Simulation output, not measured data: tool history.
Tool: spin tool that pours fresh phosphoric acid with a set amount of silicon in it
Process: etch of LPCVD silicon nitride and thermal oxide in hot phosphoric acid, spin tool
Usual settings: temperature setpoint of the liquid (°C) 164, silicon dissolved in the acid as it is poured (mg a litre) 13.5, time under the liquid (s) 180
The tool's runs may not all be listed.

run,hour,temperature setpoint of the liquid (°C),silicon dissolved in the acid as it is poured (mg a litre),time under the liquid (s),"read-back film thickness of the LPCVD silicon nitride reference wafer, read on the same gauge (nm)","read-back film thickness of the thermal oxide reference wafer, read on the same gauge (nm)",thickness taken off the LPCVD silicon nitride on a monitor wafer (angstrom),thickness taken off the thermal oxide on a monitor wafer (angstrom)
1,0,165.5,13.5,180,149.97,60.016,191.5,4.71
2,25.9,165.5,13.5,180,150,60.021,193.3,4.23
3,52.1,162,13.5,210,150.02,59.939,198.7,3.84
4,82.6,162,13.5,210,149.98,59.988,199.3,4.16
# hour 94.4: thermometer replaced
5,99.7,164,10.5,180,150.01,60.028,196.1,4.85
6,130.5,165,17,125,150.05,60.042,140.2,3.07
# hour 139.8: dissolved silicon flow meter replaced
7,152,161.5,8,85,150.03,59.997,85.4,2.1
8,210.4,165.5,18,285,149.99,60.033,327.8,7.64
# hour 227.1: heated supply line repaired
9,229.6,164,3.5,260,150.02,59.986,278.6,8.57
10,260.2,165,2.5,210,149.97,59.972,233.6,7.33
11,292.1,165.5,6.5,150,149.98,60.017,170.3,4.84
12,350.7,165.5,18,285,149.99,59.994,321,6.45
13,380.5,164,13.5,180,149.99,59.976,192.9,4.42
14,413.2,162.5,13.5,135,149.97,59.988,140.2,2.86
15,437.7,164,13.5,180,150.01,59.996,195.9,4.09
16,470.8,165.5,6.5,215,149.99,59.965,240.4,6.7
# hour 474.9: gauge calibrated
17,494,165,13.5,180,149.98,59.986,196.2,4.84
18,520.3,162,13.5,210,150,59.986,206.1,4.43
19,553.7,164,13.5,180,150,59.989,192.3,4.44
20,624.1,164,24.5,245,150.01,60.032,256.7,4.45
21,651.9,164,13.5,180,150.04,59.969,187.3,4.32

Forecast each of these 5 alternatives for the next run:
A,652.4,164,13.5,180,?,?,?,?
B,652.4,166,13.5,180,?,?,?,?
C,652.4,165,13.5,290,?,?,?,?
D,652.4,161,6.5,180,?,?,?,?
E,652.4,162.5,13.5,250,?,?,?,?

run,"read-back film thickness of the LPCVD silicon nitride reference wafer, read on the same gauge (nm)","read-back film thickness of the thermal oxide reference wafer, read on the same gauge (nm)",thickness taken off the LPCVD silicon nitride on a monitor wafer (angstrom),thickness taken off the thermal oxide on a monitor wafer (angstrom)
A,150,59.974,188.9,4.41
B,150,59.974,201.8,5.1
C,150,59.974,314.6,7.64
D,150,59.974,170.9,4.13
E,150,59.974,249.6,5.48
Without the tool's hidden state the same runs would have given:
run,thickness taken off the LPCVD silicon nitride on a monitor wafer (angstrom),thickness taken off the thermal oxide on a monitor wafer (angstrom)
A,195.5,4.75
B,208.8,5.49
C,325.5,8.23
D,177,4.46
E,258.4,5.92
